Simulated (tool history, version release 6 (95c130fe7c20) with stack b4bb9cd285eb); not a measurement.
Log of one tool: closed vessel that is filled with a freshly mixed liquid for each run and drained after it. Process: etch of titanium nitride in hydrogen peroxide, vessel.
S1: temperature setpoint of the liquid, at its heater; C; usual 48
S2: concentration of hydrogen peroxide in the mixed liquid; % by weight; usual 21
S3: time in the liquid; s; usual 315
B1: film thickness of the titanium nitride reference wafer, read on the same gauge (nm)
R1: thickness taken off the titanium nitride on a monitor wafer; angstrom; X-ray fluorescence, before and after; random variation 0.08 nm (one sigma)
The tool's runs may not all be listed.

run,hour,S1,S2,S3,B1,R1
1,0,48,21,260,59.99,194.9
2,24.7,48,21,260,59.97,194.6
3,59.8,48,21,260,59.99,195.2
4,93.4,44,21,315,60.02,176.9
5,120.6,44,21,315,60,176.9
6,138.4,48,21,315,60,237.8
7,151.1,48,21,315,60.01,237.3
8,170.5,48,18.5,400,60.01,292.8
# hour 173.9: new drum of peroxide connected
9,206.1,48,18.5,400,59.99,300
# hour 227: gauge calibrated
10,240.9,48,21,220,60.01,169.6
11,269.8,48,19,480,60.02,361.7
# hour 295.7: thermometer replaced
12,303.7,48,18.5,400,60,277.8
13,335.8,57,21,315,60.05,426.6
# hour 345.8: peroxide flow meter replaced
14,351.7,48,21,315,59.98,225.1
15,385.2,54.5,15,135,60.01,144.6
16,406.6,45,19,415,59.99,233.9
17,434.5,48,19,315,59.95,222.3
18,464.4,43,21,315,60,156.8

4 ways to go on from here, each from the tool as it stands after run 18. What would each give?
A,465.1,48,21,315,?,?
B,465.1,48,21,210,?,?
C,465.1,39.5,21,315,?,?
D,465.1,41,21,315,?,?

run,B1,R1
A,60.02,226.5
B,60.02,151
C,60.02,119.8
D,60.02,134.3
Without the tool's hidden state the same runs would have given:
run,R1
A,224.4
B,149.6
C,118.5
D,132.9
